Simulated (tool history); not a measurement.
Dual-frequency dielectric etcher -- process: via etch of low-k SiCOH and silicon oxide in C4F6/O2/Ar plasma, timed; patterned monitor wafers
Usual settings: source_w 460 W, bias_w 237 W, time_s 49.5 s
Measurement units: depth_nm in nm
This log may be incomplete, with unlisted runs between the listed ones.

run,hour,source_w,bias_w,time_s,wafers since the last listed run,hours since the last wet clean,hours since the last source power generator calibration,hours since the last bias power generator calibration,hours since the last upper electrode change,hours since the gauge calibration,"read-back reference wafer on the same gauge, depth_nm",depth_nm
1,0.0,460,237,49.5,0,288.7,1944.5,2440.4,4214.1,465.4,148.1,147.1
2,35.6,460,237,49.5,494,324.3,1980.1,2476.0,4249.7,501.0,148.0,147.5
# hour 88.2: wet clean of the chamber
3,88.7,460,237,49.5,404,0.5,2033.2,2529.1,4302.8,554.1,148.3,143.9
4,89.0,460,237,49.5,4,0.8,2033.5,2529.4,4303.1,554.4,148.2,142.1
5,101.4,500,237,49.5,172,13.2,2045.9,2541.8,4315.5,566.8,148.1,148.1
6,126.5,340,237,49.5,348,38.3,2071.0,2566.9,4340.6,591.9,147.8,126.5
# hour 156.5: upper electrode replaced
7,157.0,460,271,56.5,90,68.8,2101.5,2597.4,0.5,622.4,147.8,170.7
8,171.5,460,237,49.5,201,83.3,2116.0,2611.9,15.0,636.9,147.7,140.8
9,194.7,460,237,49.5,322,106.5,2139.2,2635.1,38.2,660.1,148.1,140.8
10,215.6,460,185,63.0,290,127.4,2160.1,2656.0,59.1,681.0,148.0,164.0
# hour 225.2: source power generator calibrated
11,242.5,350,294,49.5,318,154.3,17.3,2682.9,86.0,707.9,147.9,139.4
12,256.1,460,237,49.5,188,167.9,30.9,2696.5,99.6,721.5,147.9,141.2
13,286.9,460,237,59.0,427,198.7,61.7,2727.3,130.4,752.3,148.3,166.7
14,312.3,460,182,44.5,352,224.1,87.1,2752.7,155.8,777.7,147.7,114.2
# hour 342.4: bias power generator calibrated
# hour 349.7: wet clean of the chamber, repeated, since the last time left the tool worse
15,350.2,410,237,64.5,370,0.5,125.0,7.8,193.7,815.6,147.8,185.7
16,355.5,360,296,49.5,73,5.8,130.3,13.1,199.0,820.9,148.2,147.9
# hour 365.6: gauge calibrated
17,372.1,460,237,44.0,230,22.4,146.9,29.7,215.6,6.5,147.9,134.0
18,395.4,570,237,49.5,323,45.7,170.2,53.0,238.9,29.8,147.7,163.1
19,416.3,460,292,49.5,290,66.6,191.1,73.9,259.8,50.7,147.7,162.5
20,428.4,460,292,49.5,168,78.7,203.2,86.0,271.9,62.8,147.8,162.1
21,454.1,460,237,38.0,357,104.4,228.9,111.7,297.6,88.5,148.2,115.3
22,486.1,460,292,49.5,444,136.4,260.9,143.7,329.6,120.5,147.7,161.4
23,519.3,370,192,45.5,461,169.6,294.1,176.9,362.8,153.7,148.1,115.5
24,554.4,420,292,43.5,487,204.7,329.2,212.0,397.9,188.8,148.1,136.1
25,589.4,360,261,41.5,486,239.7,364.2,247.0,432.9,223.8,147.9,118.1
26,624.1,550,194,40.5,482,274.4,398.9,281.7,467.6,258.5,147.9,121.2
27,654.2,530,215,42.0,418,304.5,429.0,311.8,497.7,288.6,147.5,127.5
28,679.4,560,266,44.5,350,329.7,454.2,337.0,522.9,313.8,148.3,148.4
# hour 706.5: wet clean of the chamber
29,709.5,460,237,43.0,84,3.0,484.3,367.1,553.0,343.9,147.9,132.0

Measured minus without-hidden-state, run by run (identical run-to-run variation in each term; gauge scatter may differ):
Hidden state present: etch rate over this chamber's usual, %; source power that arrives over what is set, %; bias power that arrives over what is set, %; gauge reads high (%).
run,depth_nm
1,-3.0
2,-3.5
3,-7.6
4,-7.5
5,-8.0
6,-7.1
7,-10.0
8,-8.4
9,-8.6
10,-10.4
11,-9.1
12,-9.4
13,-11.5
14,-8.1
15,-0.1
16,-0.1
17,-0.3
18,-0.6
19,-0.9
20,-1.0
21,-0.9
22,-1.7
23,-1.5
24,-2.1
25,-2.1
26,-2.6
27,-3.0
28,-3.8
29,+0.7
